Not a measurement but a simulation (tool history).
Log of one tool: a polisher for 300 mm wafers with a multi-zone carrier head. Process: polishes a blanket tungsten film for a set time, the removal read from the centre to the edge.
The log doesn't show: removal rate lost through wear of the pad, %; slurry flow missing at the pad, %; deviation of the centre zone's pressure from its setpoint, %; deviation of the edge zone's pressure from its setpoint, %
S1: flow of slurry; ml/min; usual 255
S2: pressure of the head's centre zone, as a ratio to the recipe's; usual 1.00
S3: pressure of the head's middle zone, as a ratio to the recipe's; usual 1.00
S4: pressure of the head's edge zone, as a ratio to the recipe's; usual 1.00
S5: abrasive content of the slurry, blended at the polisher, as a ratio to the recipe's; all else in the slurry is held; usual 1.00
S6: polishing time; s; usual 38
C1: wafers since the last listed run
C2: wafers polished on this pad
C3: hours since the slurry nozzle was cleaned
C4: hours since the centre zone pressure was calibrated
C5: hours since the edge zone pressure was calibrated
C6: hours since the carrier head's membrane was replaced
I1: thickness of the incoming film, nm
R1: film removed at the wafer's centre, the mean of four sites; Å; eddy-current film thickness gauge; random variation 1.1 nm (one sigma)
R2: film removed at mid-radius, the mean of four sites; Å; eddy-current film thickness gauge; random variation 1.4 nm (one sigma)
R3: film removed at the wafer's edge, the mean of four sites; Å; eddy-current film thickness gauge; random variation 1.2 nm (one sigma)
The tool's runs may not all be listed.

run,hour,S1,S2,S3,S4,S5,S6,C1,C2,C3,C4,C5,C6,I1,R1,R2,R3
1,0.0,255,1.00,1.00,1.00,1.00,38,0,408,281.7,123.3,193.7,392.5,1283.7,1528,1481,1502
2,39.4,255,1.00,1.00,1.00,1.00,38,272,680,321.1,162.7,233.1,431.9,1291.8,1535,1472,1502
3,103.8,255,1.00,1.00,1.00,1.00,38,445,1125,385.5,227.1,297.5,496.3,1309.5,1473,1456,1453
# hour 118.6: worn pad replaced by a new one
4,157.6,255,1.00,1.00,1.00,1.00,38,344,269,439.3,280.9,351.3,550.1,1302.5,1530,1486,1516
5,190.0,255,1.00,1.00,1.00,1.00,38,223,493,471.7,313.3,383.7,582.5,1306.9,1518,1463,1503
# hour 239.3: edge zone pressure recalibrated
6,255.7,255,1.00,1.00,1.00,1.00,48,440,933,537.4,379.0,16.4,648.2,1301.0,1883,1829,1848
# hour 294.4: worn pad replaced by a new one
7,304.0,255,1.00,1.00,1.00,1.00,48,306,66,585.7,427.3,64.7,696.5,1301.5,1958,1902,1913
8,342.5,255,1.00,1.00,1.00,1.00,38,266,332,624.2,465.8,103.2,735.0,1304.6,1532,1500,1514
9,391.9,255,1.00,1.00,1.00,1.00,38,341,674,673.6,515.2,152.6,784.4,1313.2,1537,1457,1496
# hour 445.0: slurry nozzle cleaned
# hour 448.4: centre zone pressure recalibrated
10,457.5,255,1.00,1.00,1.00,1.00,38,432,1107,12.5,9.1,218.2,850.0,1310.8,1471,1435,1468
# hour 490.9: worn pad replaced by a new one
11,496.8,325,1.00,1.10,0.91,1.00,48,244,40,51.8,48.4,257.5,889.3,1270.5,1980,2072,1861
# hour 526.9: carrier head's membrane replaced by a new one
12,527.4,255,1.00,1.00,1.00,1.00,38,176,217,82.4,79.0,288.1,0.5,1282.7,1535,1501,1501
13,576.0,165,1.00,1.00,1.00,1.00,38,335,553,131.0,127.6,336.7,49.1,1287.2,1401,1372,1409
14,625.6,255,0.89,1.00,1.00,0.70,38,342,896,180.6,177.2,386.3,98.7,1282.7,1210,1325,1361
# hour 644.1: edge zone pressure recalibrated
15,658.1,170,1.00,1.00,1.09,1.15,50,210,1107,213.1,209.7,14.0,131.2,1281.4,1867,1801,1960
16,715.9,255,0.89,1.00,1.00,0.70,38,399,1507,270.9,267.5,71.8,189.0,1289.4,1160,1270,1285
# hour 719.9: worn pad replaced by a new one
17,766.4,340,1.00,1.00,1.00,1.00,38,321,321,321.4,318.0,122.3,239.5,1327.7,1591,1545,1555
18,809.2,255,1.00,1.00,1.00,1.00,38,295,617,364.2,360.8,165.1,282.3,1295.5,1519,1480,1498
19,841.0,255,1.00,1.00,1.00,1.30,48,219,836,396.0,392.6,196.9,314.1,1291.4,2050,1966,2008
20,870.1,255,1.00,1.00,0.88,1.00,38,201,1038,425.1,421.7,226.0,343.2,1280.1,1491,1467,1384

Forecast each of these 3 alternatives for the next run:
A,870.5,255,1.00,1.00,1.00,1.10,38,2,1040,425.5,422.1,226.4,343.6,1294.3,?,?,?
B,870.5,255,1.00,0.91,1.00,0.75,38,2,1040,425.5,422.1,226.4,343.6,1294.3,?,?,?
C,870.5,255,1.00,0.89,1.00,1.00,38,2,1040,425.5,422.1,226.4,343.6,1294.3,?,?,?

run,R1,R2,R3
A,1517,1480,1506
B,1379,1246,1371
C,1480,1314,1472
Without the tool's hidden state the same runs would have given:
run,R1,R2,R3
A,1569,1530,1557
B,1425,1288,1417
C,1531,1359,1522
